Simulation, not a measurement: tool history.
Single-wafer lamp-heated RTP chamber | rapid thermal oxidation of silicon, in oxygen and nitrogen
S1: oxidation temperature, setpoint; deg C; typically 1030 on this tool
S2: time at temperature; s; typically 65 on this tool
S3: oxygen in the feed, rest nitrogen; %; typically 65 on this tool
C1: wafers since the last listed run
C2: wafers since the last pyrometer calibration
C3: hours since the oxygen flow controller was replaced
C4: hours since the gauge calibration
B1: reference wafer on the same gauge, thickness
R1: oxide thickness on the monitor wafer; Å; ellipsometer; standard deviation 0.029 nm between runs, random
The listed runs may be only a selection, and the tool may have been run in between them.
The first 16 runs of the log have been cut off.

Run 17, hour 1290.5: usual settings but S1 1013 deg C, S2 57 s, S3 43 %; C1 619; C2 5457; C3 499.8; C4 2109.7; B1 6.462. Result: R1 48.1 Å.
Run 18, hour 1395.4: usual settings but S1 1021 deg C, S2 40 s; C1 659; C2 6116; C3 604.7; C4 2214.6; B1 6.458. Result: R1 50.24 Å.
Run 19, hour 1471: usual settings but S1 1014 deg C, S3 76 %; C1 475; C2 6592; C3 680.3; C4 2290.2; B1 6.462. Result: R1 62.36 Å.
Run 20, hour 1539.8: usual settings but S1 1055 deg C, S3 80 %; C1 432; C2 7024; C3 749.1; C4 2359; B1 6.452. Result: R1 84.98 Å.
At hour 1562.6: pyrometer window cleaned and pyrometer calibrated.
At hour 1625: gauge calibrated.
Run 21, hour 1644: usual settings; C1 605; C2 512; C3 853.3; C4 19; B1 6.476. Result: R1 64.11 Å.
Run 22, hour 1717.2: usual settings but S2 90 s; C1 460; C2 972; C3 926.5; C4 92.2; B1 6.457. Result: R1 74.86 Å.
Run 23, hour 1793.7: usual settings but S1 1011 deg C, S2 40 s, S3 36 %; C1 481; C2 1453; C3 1003; C4 168.7; B1 6.457. Result: R1 38.54 Å.
Run 24, hour 1871: usual settings; C1 486; C2 1939; C3 1080.3; C4 246; B1 6.461. Result: R1 65.5 Å.
Run 25, hour 1915.7: usual settings but S1 1052 deg C, S2 88 s, S3 49 %; C1 281; C2 2220; C3 1125; C4 290.7; B1 6.47. Result: R1 78.98 Å.
Run 26, hour 1993.6: usual settings; C1 489; C2 2710; C3 1202.9; C4 368.6; B1 6.457. Result: R1 65.87 Å.
Run 27, hour 2075.3: usual settings but S1 1013 deg C, S2 74 s, S3 78 %; C1 513; C2 3224; C3 1284.6; C4 450.3; B1 6.473. Result: R1 66.08 Å.
Run 28, hour 2114: usual settings but S1 1004 deg C, S2 39 s, S3 79 %; C1 243; C2 3467; C3 1323.3; C4 489; B1 6.46. Result: R1 46.61 Å.
Run 29, hour 2167.2: usual settings but S1 1003 deg C, S3 36 %; C1 334; C2 3802; C3 1376.5; C4 542.2; B1 6.461. Result: R1 44.83 Å.
Run 30, hour 2250.8: usual settings but S1 1060 deg C, S3 55 %; C1 525; C2 4328; C3 1460.1; C4 625.8; B1 6.456. Result: R1 75.78 Å.
Run 31, hour 2336.8: usual settings but S1 1053 deg C; C1 540; C2 4869; C3 1546.1; C4 711.8; B1 6.464. Result: R1 77.75 Å.
Run 32, hour 2386.9: usual settings but S1 1039 deg C; C1 315; C2 5184; C3 1596.2; C4 761.9; B1 6.461. Result: R1 69.93 Å.
Run 33, hour 2440.6: usual settings but S1 1043 deg C, S2 88 s, S3 74 %; C1 337; C2 5521; C3 1649.9; C4 815.6; B1 6.456. Result: R1 87.34 Å.
Run 34, hour 2542.6: usual settings but S2 55 s; C1 641; C2 6163; C3 1751.9; C4 917.6; B1 6.46. Result: R1 62.16 Å.
Run 35, hour 2602.5: usual settings but S2 88 s, S3 47 %; C1 376; C2 6540; C3 1811.8; C4 977.5; B1 6.467. Result: R1 67.2 Å.
Run 36, hour 2647.7: usual settings; C1 284; C2 6824; C3 1857; C4 1022.7; B1 6.442. Result: R1 66.8 Å.
Run 37, hour 2735.4: usual settings but S3 78 %; C1 551; C2 7375; C3 1944.7; C4 1110.4; B1 6.465. Result: R1 70.88 Å.
Run 38, hour 2786.5: usual settings but S1 1015 deg C, S2 53 s, S3 55 %; C1 321; C2 7697; C3 1995.8; C4 1161.5; B1 6.467. Result: R1 51.53 Å.
At hour 2812.1: pyrometer window cleaned and pyrometer calibrated.
Run 39, hour 2862.4: usual settings but S1 1042 deg C, S2 35 s, S3 79 %; C1 427; C2 316; C3 2071.7; C4 1237.4; B1 6.463. Result: R1 57.29 Å.

Below are 3 alternative next runs, each starting from the tool's condition after run 39. Predict each:
Run A, hour 2862.9: usual settings but S2 35 s; C1 3; C2 319; C3 2072.2; C4 1237.9; B1 ?. Result: R1 ?.
Run B, hour 2862.9: usual settings but S1 1004 deg C, S2 74 s; C1 3; C2 319; C3 2072.2; C4 1237.9; B1 ?. Result: R1 ?.
Run C, hour 2862.9: usual settings but S1 1010 deg C, S2 50 s, S3 45 %; C1 3; C2 319; C3 2072.2; C4 1237.9; B1 ?. Result: R1 ?.

run     B1     R1
  A  6.456  49.07
  B  6.456  56.45
  C  6.456  43.98
With the hidden condition removed and each run's random variation left untouched, the same runs would have given:
run     R1
  A  48.75
  B  56.06
  C   43.7
